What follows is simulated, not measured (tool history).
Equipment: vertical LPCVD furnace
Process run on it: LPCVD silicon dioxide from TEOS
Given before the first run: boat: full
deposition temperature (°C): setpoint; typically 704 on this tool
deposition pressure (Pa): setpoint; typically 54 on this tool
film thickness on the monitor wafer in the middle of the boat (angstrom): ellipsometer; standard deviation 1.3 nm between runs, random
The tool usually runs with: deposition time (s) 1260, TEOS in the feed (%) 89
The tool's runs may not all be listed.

run	hour	deposition temperature (°C)	deposition pressure (Pa)	deposition time (s)	TEOS in the feed (%)	wafers since the last listed run	hours since the last temperature calibration	hours since the pressure gauge was zeroed	hours since the TEOS flow controller was replaced	hours since the gauge calibration	read-back reference wafer on the same gauge, thickness	film thickness on the monitor wafer in the middle of the boat (angstrom)
1	0	704	54	1590	89	0	282.3	3176.8	4134.2	1200.4	244.1	3068.9
2	54.2	704	54	1590	89	1467	336.5	3231	4188.4	1254.6	244.25	3042.5
3	108.5	704	54	1590	89	1470	390.8	3285.3	4242.7	1308.9	244.22	3072.9
4	144.8	704	54	1260	89	983	427.1	3321.6	4279	1345.2	244.14	2420
5	212.3	704	44	1260	97	1828	494.6	3389.1	4346.5	1412.7	243.76	2290.3
6	274.4	704	54	1260	89	1681	556.7	3451.2	4408.6	1474.8	243.41	2409.3
7	324.7	704	54	1260	89	1362	607	3501.5	4458.9	1525.1	244.2	2434.4
8	392.1	704	54	1260	89	1825	674.4	3568.9	4526.3	1592.5	244.1	2432.2
9	459.4	704	54	1260	89	1822	741.7	3636.2	4593.6	1659.8	244.04	2436.6
10	487.7	704	54	1260	89	766	770	3664.5	4621.9	1688.1	244.59	2413.2
11	569.9	704	54	1260	89	2226	852.2	3746.7	4704.1	1770.3	244.04	2438.4
12	619.3	704	54	1260	85	1337	901.6	3796.1	4753.5	1819.7	243.85	2358.8
13	657.5	704	54	1260	85	1034	939.8	3834.3	4791.7	1857.9	244	2402.1
# hour 773.4: TEOS flow controller replaced
14	773.9	704	54	1260	89	2502	1056.2	3950.7	0.5	1974.3	243.92	2466.5
15	804.4	704	54	1260	89	826	1086.7	3981.2	31	2004.8	243.88	2469
16	862.1	701	54	1260	89	1562	1144.4	4038.9	88.7	2062.5	243.98	2281.7
17	901	694	40.7	1260	71	1053	1183.3	4077.8	127.6	2101.4	243.89	1532.8
18	936.5	704	54	1260	89	961	1218.8	4113.3	163.1	2136.9	244.12	2466.5
# hour 996.6: gauge calibrated
# hour 1002.3: pressure gauge zeroed
19	1002.8	714	54	1710	82	1145	1285.1	0.5	229.4	6.2	243.85	4067.3
20	1015.8	704	62.7	1080	89	352	1298.1	13.5	242.4	19.2	244.31	2278.3
21	1203.5	708	44	1410	74	5083	1485.8	201.2	430.1	206.9	244.29	2496.8
# hour 1263.1: thermocouples replaced and temperature profile calibrated
22	1263.6	704	58	1260	96	977	0.5	261.3	490.2	267	243.7	2557.2
23	1302.7	704	54	1260	81	1058	39.6	300.4	529.3	306.1	244.04	2268.5
24	1337.8	697	60	1260	89	950	74.7	335.5	564.4	341.2	243.64	2131.1
25	1381.1	704	54	1260	89	1172	118	378.8	607.7	384.5	243.8	2383.1
26	1443.3	708	54	1590	89	1684	180.2	441	669.9	446.7	244.22	3326.3
27	1508	704	48.7	1260	89	1752	244.9	505.7	734.6	511.4	243.94	2275.4
28	1552.8	704	54	1260	89	1213	289.7	550.5	779.4	556.2	243.94	2375.2
29	1584.5	704	54	1260	84	858	321.4	582.2	811.1	587.9	243.69	2346.8
30	1649.4	704	54	1260	89	1757	386.3	647.1	876	652.8	244.17	2375.6
31	1706.2	704	54	1260	89	1538	443.1	703.9	932.8	709.6	243.66	2393.8
32	1768.9	704	41.3	810	89	1698	505.8	766.6	995.5	772.3	243.91	1361.3

Some steps in film thickness on the monitor wafer in the middle of the boat (angstrom) between neighbouring runs. How much of each would the tool show without its hidden state too (settings, what came in, random variation), and how much is left for the hidden state, with any gauge scatter that isn't in both results?
Unlogged tool condition in this case: true tube temperature minus thermocouple reading, K; true pressure minus gauge reading, mTorr; deviation of the TEOS flow from its setpoint, %; gauge reads high (%).
Run 18 -> 19: deposition temperature (°C) 704 -> 714, deposition time (s) 1260 -> 1710, TEOS in the feed (%) 89 -> 82, gauge calibrated, pressure gauge zeroed. film thickness on the monitor wafer in the middle of the boat (angstrom) +1600.8: hidden state +63.8, all else +1537.
Run 19 -> 20: deposition temperature (°C) 714 -> 704, deposition pressure (Pa) 54 -> 62.7, deposition time (s) 1710 -> 1080, TEOS in the feed (%) 82 -> 89. film thickness on the monitor wafer in the middle of the boat (angstrom) -1789: hidden state -66.7, all else -1722.3.
Run 21 -> 22: deposition temperature (°C) 708 -> 704, deposition pressure (Pa) 44 -> 58, deposition time (s) 1410 -> 1260, TEOS in the feed (%) 74 -> 96, thermocouples replaced and temperature profile calibrated. film thickness on the monitor wafer in the middle of the boat (angstrom) +60.4: hidden state -103.4, all else +163.8.
Run 26 -> 27: deposition temperature (°C) 708 -> 704, deposition pressure (Pa) 54 -> 48.7, deposition time (s) 1590 -> 1260. film thickness on the monitor wafer in the middle of the boat (angstrom) -1050.9: hidden state -3.4, all else -1047.5.

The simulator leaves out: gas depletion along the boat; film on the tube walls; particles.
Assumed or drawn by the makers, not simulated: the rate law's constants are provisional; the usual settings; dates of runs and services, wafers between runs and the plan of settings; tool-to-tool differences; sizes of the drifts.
